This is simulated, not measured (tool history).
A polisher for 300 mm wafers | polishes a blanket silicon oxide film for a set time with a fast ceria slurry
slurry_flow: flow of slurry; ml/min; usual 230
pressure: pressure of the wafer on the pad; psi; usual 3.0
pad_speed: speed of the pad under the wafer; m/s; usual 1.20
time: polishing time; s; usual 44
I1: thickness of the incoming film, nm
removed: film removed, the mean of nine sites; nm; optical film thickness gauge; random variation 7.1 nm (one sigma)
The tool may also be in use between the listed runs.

Run 1, hour 0.0: usual settings; I1 2479.8. Result: removed 943.3 nm.
Run 2, hour 30.3: usual settings; I1 2491.2. Result: removed 934.3 nm.
At hour 46.2: slurry nozzle cleaned.
Run 3, hour 88.5: usual settings; I1 2528.3. Result: removed 941.2 nm.
Run 4, hour 156.6: usual settings; I1 2491.7. Result: removed 934.7 nm.
Run 5, hour 205.7: usual settings; I1 2454.5. Result: removed 943.0 nm.
Run 6, hour 401.5: usual settings; I1 2440.5. Result: removed 956.5 nm.
Run 7, hour 438.0: usual settings but pressure 2.2 psi; I1 2524.6. Result: removed 776.1 nm.
Run 8, hour 488.6: usual settings but pressure 2.2 psi; I1 2473.9. Result: removed 778.2 nm.
At hour 500.3: worn pad replaced by a new one.
At hour 509.6: slurry nozzle cleaned.
Run 9, hour 528.8: usual settings but pressure 2.2 psi; I1 2518.9. Result: removed 789.3 nm.
Run 10, hour 558.1: usual settings but pad_speed 0.94 m/s; I1 2497.9. Result: removed 804.4 nm.
Run 11, hour 599.4: usual settings but pad_speed 0.94 m/s; I1 2474.9. Result: removed 806.5 nm.
Run 12, hour 643.8: usual settings; I1 2474.2. Result: removed 973.4 nm.
Run 13, hour 703.9: usual settings but time 38 s; I1 2471.3. Result: removed 844.7 nm.
Run 14, hour 742.0: usual settings but time 38 s; I1 2438.7. Result: removed 838.5 nm.
Run 15, hour 776.4: usual settings; I1 2479.1. Result: removed 997.4 nm.
Run 16, hour 817.9: usual settings but slurry_flow 295 ml/min; I1 2463.0. Result: removed 1005.7 nm.
Run 17, hour 855.8: usual settings but slurry_flow 195 ml/min, pressure 3.3 psi, pad_speed 1.56 m/s, time 57 s; I1 2488.2. Result: removed 1660.1 nm.
Run 18, hour 883.6: usual settings; I1 2490.8. Result: removed 998.7 nm.
At hour 931.6: slurry nozzle cleaned.
Run 19, hour 944.2: usual settings; I1 2464.1. Result: removed 1005.9 nm.
At hour 960.4: worn pad replaced by a new one, of another model than before.
Run 20, hour 991.0: usual settings; I1 2500.0. Result: removed 993.9 nm.
Run 21, hour 1035.8: usual settings but slurry_flow 185 ml/min, pressure 2.6 psi, pad_speed 1.46 m/s; I1 2476.6. Result: removed 978.9 nm.
Run 22, hour 1083.7: usual settings; I1 2476.6. Result: removed 995.5 nm.
At hour 1110.7: head pressure recalibrated.
Run 23, hour 1115.2: usual settings; I1 2507.6. Result: removed 939.8 nm.
Run 24, hour 1139.2: usual settings but slurry_flow 155 ml/min, pad_speed 0.96 m/s, time 33 s; I1 2519.8. Result: removed 572.0 nm.
Run 25, hour 1242.3: usual settings but slurry_flow 180 ml/min, time 31 s; I1 2475.2. Result: removed 628.7 nm.
Run 26, hour 1305.4: usual settings; I1 2459.5. Result: removed 929.6 nm.
Run 27, hour 1366.4: usual settings but pressure 3.3 psi; I1 2520.0. Result: removed 994.4 nm.
Run 28, hour 1411.4: usual settings but time 34 s; I1 2488.2. Result: removed 719.5 nm.
At hour 1419.1: worn pad replaced by a new one.
At hour 1437.3: slurry nozzle cleaned.
Run 29, hour 1445.0: usual settings; I1 2479.4. Result: removed 948.7 nm.
Run 30, hour 1513.9: usual settings but slurry_flow 295 ml/min, pressure 2.5 psi, time 37 s; I1 2458.3. Result: removed 755.0 nm.
Run 31, hour 1574.0: usual settings; I1 2499.8. Result: removed 947.2 nm.
Run 32, hour 1637.1: usual settings but pressure 2.2 psi, time 32 s; I1 2538.7. Result: removed 595.3 nm.
Run 33, hour 1685.1: usual settings but slurry_flow 305 ml/min, pressure 2.6 psi, pad_speed 1.36 m/s, time 29 s; I1 2461.6. Result: removed 644.4 nm.
Run 34, hour 1732.1: usual settings but slurry_flow 300 ml/min, pressure 2.2 psi, pad_speed 1.48 m/s, time 53 s; I1 2496.5. Result: removed 1156.2 nm.
Run 35, hour 1778.6: usual settings but pad_speed 0.82 m/s; I1 2462.3. Result: removed 796.1 nm.

The next listed run, before its measurement:
At hour 1823.3: slurry nozzle cleaned.
Run 36, hour 1849.9: usual settings; I1 2495.7. Result: removed ?.

{"run 36": {"removed": 956.9}}
Without the tool's hidden state the same run would have given removed 924.7 nm.

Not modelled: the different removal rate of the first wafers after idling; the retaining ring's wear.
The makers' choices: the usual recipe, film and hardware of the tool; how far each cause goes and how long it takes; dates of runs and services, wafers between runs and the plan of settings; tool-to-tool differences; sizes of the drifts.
